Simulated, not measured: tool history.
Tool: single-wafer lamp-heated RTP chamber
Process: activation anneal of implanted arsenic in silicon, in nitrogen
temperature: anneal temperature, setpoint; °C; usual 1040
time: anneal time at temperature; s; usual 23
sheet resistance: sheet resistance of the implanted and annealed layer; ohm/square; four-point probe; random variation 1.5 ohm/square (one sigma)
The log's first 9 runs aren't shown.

run	hour	temperature	time	read-back reference wafer on the same gauge, sheet resistance	sheet resistance
10	406.0	1040	23	283.57	277.88
# hour 451.7: reflector plate cleaned
# hour 463.1: pyrometer window cleaned and pyrometer calibrated
11	463.6	1021	23	283.88	285.91
12	518.3	1021	23	283.49	288.12
13	552.2	1025	23	283.46	282.67
14	616.6	1025	23	284.08	287.73
# hour 657.4: gauge calibrated
15	662.7	1025	23	284.35	284.82
16	722.2	1040	23	283.98	279.08
# hour 766.8: pyrometer window cleaned and pyrometer calibrated
17	794.1	1040	23	284.87	277.69
18	842.2	1040	9	283.58	298.86
19	902.5	1050	23	284.30	274.29
# hour 958.1: reflector plate cleaned
20	974.1	1070	32	283.77	261.18
21	1013.0	1040	23	284.03	278.14
22	1076.5	1040	23	284.06	278.73
# hour 1113.7: pyrometer window cleaned and pyrometer calibrated
23	1202.5	1040	23	284.06	276.49

The next listed run, before its measurement:
24	1267.6	1021	28	?	?

{"run 24": {"read-back reference wafer on the same gauge, sheet resistance": 284.43, "sheet resistance": 285.8}}
Without the tool's hidden state the same run would have given sheet resistance 285.80 ohm/square.
